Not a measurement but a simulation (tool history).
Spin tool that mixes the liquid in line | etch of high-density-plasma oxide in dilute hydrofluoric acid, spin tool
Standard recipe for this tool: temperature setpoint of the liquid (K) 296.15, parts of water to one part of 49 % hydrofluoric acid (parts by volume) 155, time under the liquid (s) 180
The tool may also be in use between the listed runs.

| run | hour | temperature setpoint of the liquid (K) | parts of water to one part of 49 % hydrofluoric acid (parts by volume) | time under the liquid (s) | wafers since the last listed run | hours since the thermometer was replaced | hours since the hydrofluoric acid flow meter was replaced | hours since the gauge calibration | read-back film thickness of the high-density-plasma oxide reference wafer, read on the same gauge (nm) | thickness taken off the high-density-plasma oxide on a monitor wafer (nm) |
|---|---|---|---|---|---|---|---|---|---|---|
| 1 | 0 | 296.15 | 155 | 180 | 0 | 404.3 | 968.1 | 98 | 139.61 | 5.17 |
| 2 | 31.8 | 296.15 | 155 | 180 | 295 | 436.1 | 999.9 | 129.8 | 139.44 | 5.16 |
| 3 | 55.3 | 296.15 | 155 | 180 | 218 | 459.6 | 1023.4 | 153.3 | 139.31 | 5.13 |
| 4 | 146.2 | 296.15 | 115 | 180 | 844 | 550.5 | 1114.3 | 244.2 | 138.81 | 7.3 |
| 5 | 182.2 | 296.15 | 155 | 110 | 334 | 586.5 | 1150.3 | 280.2 | 138.58 | 3.11 |
| 6 | 197.1 | 296.15 | 155 | 110 | 138 | 601.4 | 1165.2 | 295.1 | 138.51 | 3.1 |
| 7 | 219 | 296.15 | 155 | 245 | 203 | 623.3 | 1187.1 | 317 | 138.4 | 6.98 |
|  | 224.4 | thermometer replaced |
| 8 | 235.6 | 296.15 | 155 | 245 | 144 | 11.2 | 1203.7 | 333.6 | 138.32 | 6.94 |
| 9 | 253.1 | 296.15 | 155 | 180 | 162 | 28.7 | 1221.2 | 351.1 | 138.22 | 5.12 |
| 10 | 274.8 | 296.15 | 155 | 180 | 201 | 50.4 | 1242.9 | 372.8 | 138.12 | 5.07 |
| 11 | 299.6 | 296.15 | 155 | 180 | 230 | 75.2 | 1267.7 | 397.6 | 137.95 | 5.07 |
| 12 | 319.7 | 294.15 | 155 | 180 | 186 | 95.3 | 1287.8 | 417.7 | 137.86 | 4.71 |
| 13 | 355.1 | 296.15 | 155 | 180 | 328 | 130.7 | 1323.2 | 453.1 | 137.64 | 5.08 |
|  | 359.9 | hydrofluoric acid flow meter replaced |
| 14 | 369 | 299.15 | 155 | 180 | 119 | 144.6 | 9.1 | 467 | 137.55 | 5.71 |
| 15 | 392.4 | 296.15 | 105 | 135 | 217 | 168 | 32.5 | 490.4 | 137.45 | 5.94 |
| 16 | 426.7 | 296.15 | 155 | 180 | 318 | 202.3 | 66.8 | 524.7 | 137.22 | 5.11 |
|  | 457 | gauge calibrated |
| 17 | 459.8 | 296.15 | 155 | 140 | 307 | 235.4 | 99.9 | 2.8 | 140.17 | 4.03 |
| 18 | 473 | 296.15 | 115 | 180 | 122 | 248.6 | 113.1 | 16 | 140.11 | 7.34 |
| 19 | 491.5 | 296.15 | 110 | 180 | 171 | 267.1 | 131.6 | 34.5 | 140.01 | 7.7 |
| 20 | 518.9 | 296.15 | 90 | 120 | 254 | 294.5 | 159 | 61.9 | 139.81 | 6.42 |
| 21 | 606.2 | 296.15 | 210 | 180 | 811 | 381.8 | 246.3 | 149.2 | 139.38 | 3.58 |
| 22 | 637.3 | 294.15 | 155 | 145 | 289 | 412.9 | 277.4 | 180.3 | 139.2 | 3.85 |

Forecast each of these 4 alternatives for the next run:
| A | 637.8 | 296.15 | 155 | 90 | 4 | 413.4 | 277.9 | 180.8 | ? | ? |
| B | 637.8 | 297.65 | 110 | 210 | 4 | 413.4 | 277.9 | 180.8 | ? | ? |
| C | 637.8 | 292.15 | 185 | 180 | 4 | 413.4 | 277.9 | 180.8 | ? | ? |
| D | 637.8 | 296.15 | 100 | 255 | 4 | 413.4 | 277.9 | 180.8 | ? | ? |

| run | read-back film thickness of the high-density-plasma oxide reference wafer, read on the same gauge (nm) | thickness taken off the high-density-plasma oxide on a monitor wafer (nm) |
|---|---|---|
| A | 139.15 | 2.58 |
| B | 139.15 | 9.47 |
| C | 139.15 | 3.58 |
| D | 139.15 | 12.07 |
Without the tool's unlogged condition, the same runs would have read:
| run | thickness taken off the high-density-plasma oxide on a monitor wafer (nm) |
|---|---|
| A | 2.59 |
| B | 9.53 |
| C | 3.61 |
| D | 12.14 |

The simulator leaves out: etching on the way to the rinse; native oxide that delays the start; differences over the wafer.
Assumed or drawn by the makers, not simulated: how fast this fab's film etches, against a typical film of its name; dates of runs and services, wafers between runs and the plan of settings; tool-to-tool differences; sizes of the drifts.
